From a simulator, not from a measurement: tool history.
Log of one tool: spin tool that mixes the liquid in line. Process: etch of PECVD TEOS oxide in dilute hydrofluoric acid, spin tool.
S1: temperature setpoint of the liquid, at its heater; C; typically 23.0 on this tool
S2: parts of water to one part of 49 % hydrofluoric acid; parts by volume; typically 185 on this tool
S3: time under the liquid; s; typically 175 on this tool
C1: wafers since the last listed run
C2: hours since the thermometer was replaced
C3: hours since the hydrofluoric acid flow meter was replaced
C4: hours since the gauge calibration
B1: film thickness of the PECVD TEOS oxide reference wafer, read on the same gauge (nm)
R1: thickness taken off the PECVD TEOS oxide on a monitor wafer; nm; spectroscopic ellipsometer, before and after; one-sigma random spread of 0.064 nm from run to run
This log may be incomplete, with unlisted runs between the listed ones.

| run | hour | S1 | S2 | S3 | C1 | C2 | C3 | C4 | B1 | R1 |
|---|---|---|---|---|---|---|---|---|---|---|
| 1 | 0.0 | 23.0 | 185 | 175 | 0 | 948.3 | 749.7 | 427.9 | 91.31 | 8.74 |
| 2 | 94.1 | 23.0 | 150 | 95 | 480 | 1042.4 | 843.8 | 522.0 | 91.64 | 6.05 |
| 3 | 138.7 | 23.0 | 150 | 95 | 227 | 1087.0 | 888.4 | 566.6 | 91.78 | 6.14 |
| 4 | 188.5 | 23.0 | 150 | 95 | 254 | 1136.8 | 938.2 | 616.4 | 92.00 | 6.21 |
| 5 | 274.2 | 23.0 | 185 | 175 | 437 | 1222.5 | 1023.9 | 702.1 | 92.30 | 8.90 |
| 6 | 361.4 | 23.0 | 185 | 175 | 444 | 1309.7 | 1111.1 | 789.3 | 92.62 | 9.05 |
| 7 | 410.6 | 23.0 | 185 | 175 | 251 | 1358.9 | 1160.3 | 838.5 | 92.78 | 9.00 |
| 8 | 516.7 | 23.0 | 185 | 175 | 541 | 1465.0 | 1266.4 | 944.6 | 93.17 | 9.12 |
| 9 | 601.3 | 23.0 | 185 | 175 | 431 | 1549.6 | 1351.0 | 1029.2 | 93.48 | 8.99 |
| 10 | 646.9 | 23.0 | 185 | 125 | 232 | 1595.2 | 1396.6 | 1074.8 | 93.65 | 6.47 |
| 11 | 716.7 | 23.0 | 185 | 175 | 356 | 1665.0 | 1466.4 | 1144.6 | 93.88 | 8.98 |
| 12 | 778.1 | 23.0 | 185 | 175 | 313 | 1726.4 | 1527.8 | 1206.0 | 94.11 | 9.13 |
| 13 | 845.2 | 23.0 | 185 | 175 | 342 | 1793.5 | 1594.9 | 1273.1 | 94.36 | 9.00 |
| 14 | 929.1 | 23.0 | 185 | 175 | 428 | 1877.4 | 1678.8 | 1357.0 | 94.65 | 9.10 |
| 15 | 1009.3 | 26.5 | 185 | 275 | 409 | 1957.6 | 1759.0 | 1437.2 | 94.93 | 16.39 |
| 16 | 1072.8 | 23.0 | 255 | 175 | 324 | 2021.1 | 1822.5 | 1500.7 | 95.17 | 6.21 |
| 17 | 1164.8 | 26.0 | 100 | 80 | 469 | 2113.1 | 1914.5 | 1592.7 | 95.49 | 9.80 |
| 18 | 1205.6 | 27.5 | 185 | 245 | 208 | 2153.9 | 1955.3 | 1633.5 | 95.62 | 15.19 |
| 19 | 1288.8 | 20.0 | 220 | 265 | 424 | 2237.1 | 2038.5 | 1716.7 | 95.96 | 10.12 |
| 20 | 1327.2 | 23.0 | 185 | 175 | 195 | 2275.5 | 2076.9 | 1755.1 | 96.07 | 9.36 |
|  | 1329.9 | gauge calibrated |
| 21 | 1373.7 | 23.0 | 145 | 255 | 237 | 2322.0 | 2123.4 | 43.8 | 90.58 | 17.01 |
|  | 1390.6 | thermometer replaced |
| 22 | 1430.3 | 27.5 | 185 | 255 | 283 | 39.7 | 2180.0 | 100.4 | 90.77 | 14.96 |
| 23 | 1510.3 | 26.0 | 115 | 260 | 408 | 119.7 | 2260.0 | 180.4 | 91.05 | 25.72 |
|  | 1533.0 | hydrofluoric acid flow meter replaced |
| 24 | 1617.4 | 19.0 | 115 | 175 | 541 | 226.8 | 84.4 | 287.5 | 91.44 | 13.06 |
| 25 | 1718.2 | 25.0 | 230 | 275 | 514 | 327.6 | 185.2 | 388.3 | 91.83 | 11.58 |
| 26 | 1762.8 | 20.0 | 215 | 275 | 227 | 372.2 | 229.8 | 432.9 | 91.96 | 10.47 |
| 27 | 1808.1 | 23.0 | 185 | 175 | 231 | 417.5 | 275.1 | 478.2 | 92.17 | 9.02 |
| 28 | 1882.0 | 19.5 | 250 | 105 | 377 | 491.4 | 349.0 | 552.1 | 92.42 | 3.25 |
| 29 | 1948.4 | 23.0 | 185 | 175 | 338 | 557.8 | 415.4 | 618.5 | 92.62 | 9.05 |
| 30 | 2044.2 | 18.0 | 185 | 105 | 488 | 653.6 | 511.2 | 714.3 | 92.99 | 4.46 |
| 31 | 2140.9 | 20.5 | 185 | 270 | 493 | 750.3 | 607.9 | 811.0 | 93.33 | 12.80 |
| 32 | 2199.0 | 19.0 | 150 | 95 | 296 | 808.4 | 666.0 | 869.1 | 93.53 | 5.28 |
| 33 | 2237.1 | 23.0 | 185 | 260 | 194 | 846.5 | 704.1 | 907.2 | 93.67 | 13.29 |

Selected run-to-run steps in R1, each split into two signed amounts: the part the tool would show with no hidden state at all (from settings, incoming material and random variation), and the remainder, which goes to the hidden state together with any gauge scatter not common to the measured and the hidden-state-free results:
What the log doesn't record here: liquid colder than its thermometer reads (K); hydrofluoric acid flow below the setpoint (%); gauge reads high (%).
Run 14 -> 15: S1 23.0 -> 26.5, S3 175 -> 275. R1 +7.29 nm: hidden state +0.41, all else +6.88.
Run 15 -> 16: S1 26.5 -> 23.0, S2 185 -> 255, S3 275 -> 175. R1 -10.18 nm: hidden state -0.52, all else -9.66.
Run 20 -> 21: S2 185 -> 145, S3 175 -> 255, gauge calibrated. R1 +7.65 nm: hidden state -0.48, all else +8.13.
Run 22 -> 23: S1 27.5 -> 26.0, S2 185 -> 115, S3 255 -> 260. R1 +10.76 nm: hidden state +0.18, all else +10.58.
Run 23 -> 24: S1 26.0 -> 19.0, S3 260 -> 175, hydrofluoric acid flow meter replaced. R1 -12.66 nm: hidden state -0.10, all else -12.56.
